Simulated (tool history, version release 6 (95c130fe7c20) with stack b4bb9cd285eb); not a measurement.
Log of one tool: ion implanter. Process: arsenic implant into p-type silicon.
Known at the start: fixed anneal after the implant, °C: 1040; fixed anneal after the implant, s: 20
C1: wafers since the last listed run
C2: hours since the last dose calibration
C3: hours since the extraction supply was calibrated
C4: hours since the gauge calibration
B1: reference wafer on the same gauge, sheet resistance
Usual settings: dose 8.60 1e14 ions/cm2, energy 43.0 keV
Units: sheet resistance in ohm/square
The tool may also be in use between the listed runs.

{"run": 1, "hour": 0.0, "dose": 7.77, "energy": 43.0, "C1": 0, "C2": 65.3, "C3": 1240.5, "C4": 101.5, "B1": 130.95, "sheet resistance": 129.86}
{"run": 2, "hour": 58.8, "dose": 7.77, "energy": 43.0, "C1": 917, "C2": 124.1, "C3": 1299.3, "C4": 160.3, "B1": 130.95, "sheet resistance": 130.63}
{"run": 3, "hour": 122.5, "dose": 7.77, "energy": 43.0, "C1": 994, "C2": 187.8, "C3": 1363.0, "C4": 224.0, "B1": 131.08, "sheet resistance": 130.11}
{"run": 4, "hour": 165.9, "dose": 8.6, "energy": 43.0, "C1": 677, "C2": 231.2, "C3": 1406.4, "C4": 267.4, "B1": 130.85, "sheet resistance": 121.55}
{"run": 5, "hour": 237.2, "dose": 8.6, "energy": 43.0, "C1": 1112, "C2": 302.5, "C3": 1477.7, "C4": 338.7, "B1": 131.01, "sheet resistance": 121.56}
{"run": 6, "hour": 279.5, "dose": 8.6, "energy": 43.0, "C1": 660, "C2": 344.8, "C3": 1520.0, "C4": 381.0, "B1": 130.76, "sheet resistance": 120.86}
{"run": 7, "hour": 310.2, "dose": 8.6, "energy": 43.0, "C1": 479, "C2": 375.5, "C3": 1550.7, "C4": 411.7, "B1": 131.23, "sheet resistance": 120.37}
{"run": 8, "hour": 381.9, "dose": 8.6, "energy": 43.0, "C1": 1118, "C2": 447.2, "C3": 1622.4, "C4": 483.4, "B1": 131.12, "sheet resistance": 121.58}
{"run": 9, "hour": 447.2, "dose": 8.6, "energy": 43.0, "C1": 1019, "C2": 512.5, "C3": 1687.7, "C4": 548.7, "B1": 130.9, "sheet resistance": 120.42}
{"run": 10, "hour": 500.7, "dose": 8.6, "energy": 43.0, "C1": 834, "C2": 566.0, "C3": 1741.2, "C4": 602.2, "B1": 130.98, "sheet resistance": 121.15}
{"run": 11, "hour": 555.9, "dose": 7.02, "energy": 38.0, "C1": 861, "C2": 621.2, "C3": 1796.4, "C4": 657.4, "B1": 130.85, "sheet resistance": 143.18}
{"run": 12, "hour": 588.1, "dose": 7.02, "energy": 38.0, "C1": 502, "C2": 653.4, "C3": 1828.6, "C4": 689.6, "B1": 131.06, "sheet resistance": 142.66}
{"run": 13, "hour": 653.4, "dose": 7.02, "energy": 38.0, "C1": 1019, "C2": 718.7, "C3": 1893.9, "C4": 754.9, "B1": 130.9, "sheet resistance": 142.11}
{"hour": 699.9, "done": "Faraday cup replaced and dose calibrated"}
{"run": 14, "hour": 700.4, "dose": 9.17, "energy": 43.0, "C1": 608, "C2": 0.5, "C3": 1940.9, "C4": 801.9, "B1": 130.8, "sheet resistance": 114.06}
{"run": 15, "hour": 755.1, "dose": 9.17, "energy": 43.0, "C1": 853, "C2": 55.2, "C3": 1995.6, "C4": 856.6, "B1": 130.87, "sheet resistance": 114.95}
{"run": 16, "hour": 789.9, "dose": 9.17, "energy": 43.0, "C1": 543, "C2": 90.0, "C3": 2030.4, "C4": 891.4, "B1": 131.15, "sheet resistance": 114.94}
{"run": 17, "hour": 856.2, "dose": 8.6, "energy": 43.0, "C1": 1034, "C2": 156.3, "C3": 2096.7, "C4": 957.7, "B1": 130.85, "sheet resistance": 119.93}
{"run": 18, "hour": 919.4, "dose": 9.99, "energy": 34.0, "C1": 986, "C2": 219.5, "C3": 2159.9, "C4": 1020.9, "B1": 130.7, "sheet resistance": 112.15}
{"run": 19, "hour": 967.5, "dose": 8.6, "energy": 52.5, "C1": 750, "C2": 267.6, "C3": 2208.0, "C4": 1069.0, "B1": 130.91, "sheet resistance": 117.05}
{"run": 20, "hour": 1004.7, "dose": 10.82, "energy": 52.5, "C1": 580, "C2": 304.8, "C3": 2245.2, "C4": 1106.2, "B1": 130.85, "sheet resistance": 98.65}
{"run": 21, "hour": 1057.1, "dose": 10.44, "energy": 39.0, "C1": 817, "C2": 357.2, "C3": 2297.6, "C4": 1158.6, "B1": 130.98, "sheet resistance": 107.61}
{"hour": 1068.6, "done": "gauge calibrated"}
{"run": 22, "hour": 1095.8, "dose": 10.42, "energy": 37.0, "C1": 603, "C2": 395.9, "C3": 2336.3, "C4": 27.2, "B1": 130.81, "sheet resistance": 108.42}
{"run": 23, "hour": 1123.9, "dose": 8.6, "energy": 43.0, "C1": 438, "C2": 424.0, "C3": 2364.4, "C4": 55.3, "B1": 130.94, "sheet resistance": 121.41}
{"run": 24, "hour": 1192.0, "dose": 10.82, "energy": 52.5, "C1": 1062, "C2": 492.1, "C3": 2432.5, "C4": 123.4, "B1": 131.04, "sheet resistance": 99.28}
{"run": 25, "hour": 1225.2, "dose": 9.91, "energy": 43.0, "C1": 518, "C2": 525.3, "C3": 2465.7, "C4": 156.6, "B1": 130.87, "sheet resistance": 109.8}
{"run": 26, "hour": 1255.7, "dose": 7.27, "energy": 55.5, "C1": 475, "C2": 555.8, "C3": 2496.2, "C4": 187.1, "B1": 131.0, "sheet resistance": 132.63}
{"run": 27, "hour": 1307.7, "dose": 8.6, "energy": 50.0, "C1": 811, "C2": 607.8, "C3": 2548.2, "C4": 239.1, "B1": 131.08, "sheet resistance": 117.87}
{"hour": 1330.3, "done": "extraction supply calibrated"}
{"hour": 1394.3, "done": "Faraday cup replaced and dose calibrated"}
{"run": 28, "hour": 1465.1, "dose": 7.85, "energy": 34.5, "C1": 2206, "C2": 70.8, "C3": 134.8, "C4": 396.5, "B1": 131.14, "sheet resistance": 133.5}
{"run": 29, "hour": 1525.9, "dose": 10.18, "energy": 54.0, "C1": 948, "C2": 131.6, "C3": 195.6, "C4": 457.3, "B1": 131.01, "sheet resistance": 102.12}
{"run": 30, "hour": 1558.0, "dose": 8.6, "energy": 43.0, "C1": 500, "C2": 163.7, "C3": 227.7, "C4": 489.4, "B1": 131.07, "sheet resistance": 120.42}
{"run": 31, "hour": 1620.8, "dose": 10.44, "energy": 39.0, "C1": 980, "C2": 226.5, "C3": 290.5, "C4": 552.2, "B1": 130.95, "sheet resistance": 106.31}
{"run": 32, "hour": 1666.3, "dose": 10.76, "energy": 37.5, "C1": 710, "C2": 272.0, "C3": 336.0, "C4": 597.7, "B1": 131.15, "sheet resistance": 106.18}
{"run": 33, "hour": 1701.9, "dose": 7.4, "energy": 43.0, "C1": 555, "C2": 307.6, "C3": 371.6, "C4": 633.3, "B1": 130.96, "sheet resistance": 134.73}
{"run": 34, "hour": 1761.8, "dose": 9.17, "energy": 43.0, "C1": 934, "C2": 367.5, "C3": 431.5, "C4": 693.2, "B1": 131.1, "sheet resistance": 115.28}

Hidden state at the last listed run before each entry between runs and at the first one after, where it differs:
Between runs 13 and 14: Faraday cup replaced and dose calibrated (hour 699.9)
  no hidden state differs between the two runs
Between runs 21 and 22: gauge calibrated (hour 1068.6)
  no hidden state differs between the two runs
Between runs 27 and 28: extraction supply calibrated (hour 1330.3); Faraday cup replaced and dose calibrated (hour 1394.3)
  no hidden state differs between the two runs

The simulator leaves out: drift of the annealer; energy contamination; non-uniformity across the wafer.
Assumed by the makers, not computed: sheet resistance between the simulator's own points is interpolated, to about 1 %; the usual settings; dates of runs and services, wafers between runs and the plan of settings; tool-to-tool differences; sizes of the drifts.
